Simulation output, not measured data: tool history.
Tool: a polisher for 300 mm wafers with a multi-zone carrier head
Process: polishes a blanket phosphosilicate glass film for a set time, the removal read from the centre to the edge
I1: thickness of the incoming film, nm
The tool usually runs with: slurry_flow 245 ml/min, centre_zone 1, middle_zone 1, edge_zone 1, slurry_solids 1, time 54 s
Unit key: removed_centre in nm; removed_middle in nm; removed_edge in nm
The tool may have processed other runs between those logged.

Run 1, hour 0: usual settings but centre_zone 1.03, edge_zone 0.9, slurry_solids 1.15; I1 3420.9. Result: removed_centre 437.9 nm, removed_middle 448 nm, removed_edge 420.2 nm.
Run 2, hour 46.3: usual settings; I1 3397.4. Result: removed_centre 413.4 nm, removed_middle 425.2 nm, removed_edge 415.7 nm.
Run 3, hour 104.7: usual settings; I1 3437.5. Result: removed_centre 405 nm, removed_middle 424.3 nm, removed_edge 418.1 nm.
Run 4, hour 150.2: usual settings but middle_zone 1.09, edge_zone 0.96; I1 3408. Result: removed_centre 406.4 nm, removed_middle 444.4 nm, removed_edge 411 nm.
Run 5, hour 203.5: usual settings but slurry_flow 220 ml/min, centre_zone 0.96, middle_zone 1.06, slurry_solids 0.8; I1 3419.7. Result: removed_centre 362.9 nm, removed_middle 405.9 nm, removed_edge 382 nm.
Run 6, hour 232: usual settings; I1 3433.4. Result: removed_centre 408.3 nm, removed_middle 419.7 nm, removed_edge 418.5 nm.
Run 7, hour 262.7: usual settings but slurry_flow 295 ml/min, slurry_solids 0.9; I1 3364.5. Result: removed_centre 395.3 nm, removed_middle 405.9 nm, removed_edge 403.1 nm.
At hour 327.4: centre zone pressure recalibrated.
Run 8, hour 334.7: usual settings but slurry_solids 0.9, time 64 s; I1 3460.7. Result: removed_centre 488.6 nm, removed_middle 477.9 nm, removed_edge 472.4 nm.
At hour 341.9: worn pad replaced by a new one.
Run 9, hour 368.1: usual settings but slurry_flow 310 ml/min, slurry_solids 0.8; I1 3371.3. Result: removed_centre 402.1 nm, removed_middle 391 nm, removed_edge 386.1 nm.
Run 10, hour 429.1: usual settings but slurry_solids 0.9; I1 3429.4. Result: removed_centre 413.4 nm, removed_middle 402.6 nm, removed_edge 400.9 nm.
At hour 438.7: slurry nozzle cleaned.
Run 11, hour 460.4: usual settings but slurry_flow 280 ml/min, slurry_solids 0.9; I1 3362.4. Result: removed_centre 408.6 nm, removed_middle 412.7 nm, removed_edge 398.3 nm.
At hour 488.7: carrier head's membrane replaced by a new one.
Run 12, hour 498.8: usual settings but slurry_solids 0.7; I1 3403.5. Result: removed_centre 375.8 nm, removed_middle 369.6 nm, removed_edge 361.4 nm.
Run 13, hour 554.3: usual settings but middle_zone 0.93, slurry_solids 0.75; I1 3409. Result: removed_centre 381.5 nm, removed_middle 359.9 nm, removed_edge 374.8 nm.
Run 14, hour 585.2: usual settings; I1 3421. Result: removed_centre 423.1 nm, removed_middle 424.4 nm, removed_edge 412.5 nm.
Run 15, hour 719.1: usual settings but slurry_flow 285 ml/min, time 41 s; I1 3365.7. Result: removed_centre 325.6 nm, removed_middle 324.3 nm, removed_edge 316.9 nm.
Run 16, hour 749: usual settings but middle_zone 1.09, time 65 s; I1 3441.5. Result: removed_centre 515.9 nm, removed_middle 533.9 nm, removed_edge 496 nm.

Run 17 has not been measured yet. What should we expect?
At hour 757.5: worn pad replaced by a new one.
Run 17, hour 785.9: usual settings; I1 3393.6. Result: removed_centre ?, removed_middle ?, removed_edge ?.

{"run 17": {"removed_centre": 425.1, "removed_middle": 425.6, "removed_edge": 414.7}}
Minus the tool's unlogged condition, the same run would have read removed_centre 427.3 nm, removed_middle 425.6 nm, removed_edge 414.7 nm.
